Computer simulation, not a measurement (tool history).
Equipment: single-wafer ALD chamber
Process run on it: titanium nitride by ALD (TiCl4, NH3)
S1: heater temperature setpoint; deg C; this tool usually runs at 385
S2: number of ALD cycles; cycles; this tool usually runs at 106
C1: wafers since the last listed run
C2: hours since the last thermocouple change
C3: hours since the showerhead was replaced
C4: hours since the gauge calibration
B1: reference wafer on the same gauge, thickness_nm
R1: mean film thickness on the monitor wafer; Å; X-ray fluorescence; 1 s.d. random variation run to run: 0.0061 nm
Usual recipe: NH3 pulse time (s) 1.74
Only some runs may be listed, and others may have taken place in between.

{"run": 1, "hour": 0.0, "S1": 385, "S2": 106, "NH3 pulse time (s)": 1.29, "C1": 0, "C2": 914.2, "C3": 8511.1, "C4": 82.0, "B1": 2.859, "R1": 24.07}
{"run": 2, "hour": 17.3, "S1": 385, "S2": 106, "NH3 pulse time (s)": 1.74, "C1": 31, "C2": 931.5, "C3": 8528.4, "C4": 99.3, "B1": 2.861, "R1": 24.46}
{"run": 3, "hour": 25.9, "S1": 385, "S2": 106, "NH3 pulse time (s)": 1.74, "C1": 15, "C2": 940.1, "C3": 8537.0, "C4": 107.9, "B1": 2.859, "R1": 24.45}
{"run": 4, "hour": 35.8, "S1": 385, "S2": 106, "NH3 pulse time (s)": 1.74, "C1": 18, "C2": 950.0, "C3": 8546.9, "C4": 117.8, "B1": 2.863, "R1": 24.31}
{"run": 5, "hour": 82.3, "S1": 385, "S2": 106, "NH3 pulse time (s)": 1.74, "C1": 85, "C2": 996.5, "C3": 8593.4, "C4": 164.3, "B1": 2.86, "R1": 24.45}
{"run": 6, "hour": 99.7, "S1": 385, "S2": 106, "NH3 pulse time (s)": 1.74, "C1": 31, "C2": 1013.9, "C3": 8610.8, "C4": 181.7, "B1": 2.86, "R1": 24.41}
{"run": 7, "hour": 121.0, "S1": 385, "S2": 106, "NH3 pulse time (s)": 1.74, "C1": 39, "C2": 1035.2, "C3": 8632.1, "C4": 203.0, "B1": 2.866, "R1": 24.45}
{"run": 8, "hour": 134.4, "S1": 385, "S2": 106, "NH3 pulse time (s)": 1.74, "C1": 24, "C2": 1048.6, "C3": 8645.5, "C4": 216.4, "B1": 2.862, "R1": 24.38}
{"run": 9, "hour": 151.6, "S1": 385, "S2": 106, "NH3 pulse time (s)": 1.74, "C1": 31, "C2": 1065.8, "C3": 8662.7, "C4": 233.6, "B1": 2.867, "R1": 24.42}
{"hour": 160.3, "done": "showerhead replaced"}
{"run": 10, "hour": 160.8, "S1": 377, "S2": 106, "NH3 pulse time (s)": 1.74, "C1": 2, "C2": 1075.0, "C3": 0.5, "C4": 242.8, "B1": 2.866, "R1": 24.13}
{"run": 11, "hour": 170.7, "S1": 385, "S2": 106, "NH3 pulse time (s)": 1.74, "C1": 18, "C2": 1084.9, "C3": 10.4, "C4": 252.7, "B1": 2.867, "R1": 24.53}
{"run": 12, "hour": 185.8, "S1": 385, "S2": 106, "NH3 pulse time (s)": 1.74, "C1": 27, "C2": 1100.0, "C3": 25.5, "C4": 267.8, "B1": 2.868, "R1": 24.45}
{"run": 13, "hour": 201.9, "S1": 385, "S2": 106, "NH3 pulse time (s)": 1.74, "C1": 29, "C2": 1116.1, "C3": 41.6, "C4": 283.9, "B1": 2.872, "R1": 24.42}
{"run": 14, "hour": 209.4, "S1": 385, "S2": 106, "NH3 pulse time (s)": 1.74, "C1": 13, "C2": 1123.6, "C3": 49.1, "C4": 291.4, "B1": 2.872, "R1": 24.43}
{"hour": 225.6, "done": "thermocouple changed; heater temperature recalibrated"}
{"run": 15, "hour": 226.1, "S1": 385, "S2": 106, "NH3 pulse time (s)": 1.74, "C1": 15, "C2": 0.5, "C3": 65.8, "C4": 308.1, "B1": 2.876, "R1": 24.49}
{"run": 16, "hour": 229.6, "S1": 385, "S2": 106, "NH3 pulse time (s)": 1.74, "C1": 6, "C2": 4.0, "C3": 69.3, "C4": 311.6, "B1": 2.874, "R1": 24.52}
{"run": 17, "hour": 246.4, "S1": 385, "S2": 106, "NH3 pulse time (s)": 1.74, "C1": 30, "C2": 20.8, "C3": 86.1, "C4": 328.4, "B1": 2.877, "R1": 24.41}
{"run": 18, "hour": 263.6, "S1": 385, "S2": 106, "NH3 pulse time (s)": 1.74, "C1": 31, "C2": 38.0, "C3": 103.3, "C4": 345.6, "B1": 2.882, "R1": 24.57}
{"run": 19, "hour": 275.8, "S1": 385, "S2": 106, "NH3 pulse time (s)": 1.74, "C1": 22, "C2": 50.2, "C3": 115.5, "C4": 357.8, "B1": 2.875, "R1": 24.46}
{"run": 20, "hour": 291.3, "S1": 397, "S2": 106, "NH3 pulse time (s)": 1.15, "C1": 28, "C2": 65.7, "C3": 131.0, "C4": 373.3, "B1": 2.881, "R1": 24.5}
{"run": 21, "hour": 302.9, "S1": 385, "S2": 106, "NH3 pulse time (s)": 1.35, "C1": 21, "C2": 77.3, "C3": 142.6, "C4": 384.9, "B1": 2.88, "R1": 24.39}
{"run": 22, "hour": 312.4, "S1": 385, "S2": 106, "NH3 pulse time (s)": 1.74, "C1": 17, "C2": 86.8, "C3": 152.1, "C4": 394.4, "B1": 2.884, "R1": 24.48}
{"run": 23, "hour": 320.2, "S1": 374, "S2": 94, "NH3 pulse time (s)": 1.74, "C1": 14, "C2": 94.6, "C3": 159.9, "C4": 402.2, "B1": 2.88, "R1": 21.39}
{"run": 24, "hour": 331.1, "S1": 372, "S2": 106, "NH3 pulse time (s)": 1.74, "C1": 20, "C2": 105.5, "C3": 170.8, "C4": 413.1, "B1": 2.888, "R1": 24.01}
{"run": 25, "hour": 341.3, "S1": 374, "S2": 112, "NH3 pulse time (s)": 1.94, "C1": 18, "C2": 115.7, "C3": 181.0, "C4": 423.3, "B1": 2.884, "R1": 25.64}
{"run": 26, "hour": 350.2, "S1": 385, "S2": 117, "NH3 pulse time (s)": 1.74, "C1": 16, "C2": 124.6, "C3": 189.9, "C4": 432.2, "B1": 2.887, "R1": 27.02}
{"run": 27, "hour": 358.2, "S1": 371, "S2": 106, "NH3 pulse time (s)": 1.93, "C1": 14, "C2": 132.6, "C3": 197.9, "C4": 440.2, "B1": 2.888, "R1": 24.21}
{"run": 28, "hour": 374.4, "S1": 375, "S2": 100, "NH3 pulse time (s)": 1.15, "C1": 29, "C2": 148.8, "C3": 214.1, "C4": 456.4, "B1": 2.891, "R1": 22.42}
{"run": 29, "hour": 382.1, "S1": 391, "S2": 106, "NH3 pulse time (s)": 1.74, "C1": 14, "C2": 156.5, "C3": 221.8, "C4": 464.1, "B1": 2.892, "R1": 24.81}
{"hour": 390.7, "done": "gauge calibrated"}
{"run": 30, "hour": 408.5, "S1": 391, "S2": 106, "NH3 pulse time (s)": 1.74, "C1": 48, "C2": 182.9, "C3": 248.2, "C4": 17.8, "B1": 2.861, "R1": 24.44}
{"run": 31, "hour": 414.9, "S1": 385, "S2": 106, "NH3 pulse time (s)": 1.74, "C1": 11, "C2": 189.3, "C3": 254.6, "C4": 24.2, "B1": 2.861, "R1": 24.27}
{"run": 32, "hour": 431.7, "S1": 372, "S2": 124, "NH3 pulse time (s)": 1.45, "C1": 30, "C2": 206.1, "C3": 271.4, "C4": 41.0, "B1": 2.863, "R1": 27.58}
{"run": 33, "hour": 448.0, "S1": 391, "S2": 86, "NH3 pulse time (s)": 1.07, "C1": 29, "C2": 222.4, "C3": 287.7, "C4": 57.3, "B1": 2.861, "R1": 19.59}
{"run": 34, "hour": 454.8, "S1": 385, "S2": 106, "NH3 pulse time (s)": 1.74, "C1": 12, "C2": 229.2, "C3": 294.5, "C4": 64.1, "B1": 2.862, "R1": 24.25}
{"run": 35, "hour": 470.2, "S1": 385, "S2": 106, "NH3 pulse time (s)": 1.29, "C1": 28, "C2": 244.6, "C3": 309.9, "C4": 79.5, "B1": 2.859, "R1": 24.01}
{"run": 36, "hour": 480.8, "S1": 385, "S2": 106, "NH3 pulse time (s)": 1.74, "C1": 19, "C2": 255.2, "C3": 320.5, "C4": 90.1, "B1": 2.861, "R1": 24.3}
{"run": 37, "hour": 490.0, "S1": 385, "S2": 106, "NH3 pulse time (s)": 1.74, "C1": 16, "C2": 264.4, "C3": 329.7, "C4": 99.3, "B1": 2.863, "R1": 24.37}
{"run": 38, "hour": 503.1, "S1": 385, "S2": 106, "NH3 pulse time (s)": 1.74, "C1": 24, "C2": 277.5, "C3": 342.8, "C4": 112.4, "B1": 2.863, "R1": 24.42}
{"run": 39, "hour": 517.1, "S1": 385, "S2": 106, "NH3 pulse time (s)": 1.74, "C1": 25, "C2": 291.5, "C3": 356.8, "C4": 126.4, "B1": 2.862, "R1": 24.36}
{"run": 40, "hour": 523.8, "S1": 378, "S2": 101, "NH3 pulse time (s)": 1.99, "C1": 12, "C2": 298.2, "C3": 363.5, "C4": 133.1, "B1": 2.866, "R1": 23.18}

Alternative continuations, all from the tool just after run 40; predict every row:
{"run": "A", "hour": 524.4, "S1": 385, "S2": 106, "NH3 pulse time (s)": 1.74, "C1": 1, "C2": 298.8, "C3": 364.1, "C4": 133.7, "B1": "?", "R1": "?"}
{"run": "B", "hour": 524.4, "S1": 373, "S2": 93, "NH3 pulse time (s)": 1.29, "C1": 1, "C2": 298.8, "C3": 364.1, "C4": 133.7, "B1": "?", "R1": "?"}
{"run": "C", "hour": 524.4, "S1": 380, "S2": 106, "NH3 pulse time (s)": 1.74, "C1": 1, "C2": 298.8, "C3": 364.1, "C4": 133.7, "B1": "?", "R1": "?"}
{"run": "D", "hour": 524.4, "S1": 373, "S2": 86, "NH3 pulse time (s)": 1.5, "C1": 1, "C2": 298.8, "C3": 364.1, "C4": 133.7, "B1": "?", "R1": "?"}

run=A B1=2.867 R1=24.45
run=B B1=2.867 R1=20.74
run=C B1=2.867 R1=24.30
run=D B1=2.867 R1=19.33
The same runs, with their run-to-run variation unchanged, on a tool lacking any hidden condition would have given:
run=A R1=24.41
run=B R1=20.71
run=C R1=24.27
run=D R1=19.30

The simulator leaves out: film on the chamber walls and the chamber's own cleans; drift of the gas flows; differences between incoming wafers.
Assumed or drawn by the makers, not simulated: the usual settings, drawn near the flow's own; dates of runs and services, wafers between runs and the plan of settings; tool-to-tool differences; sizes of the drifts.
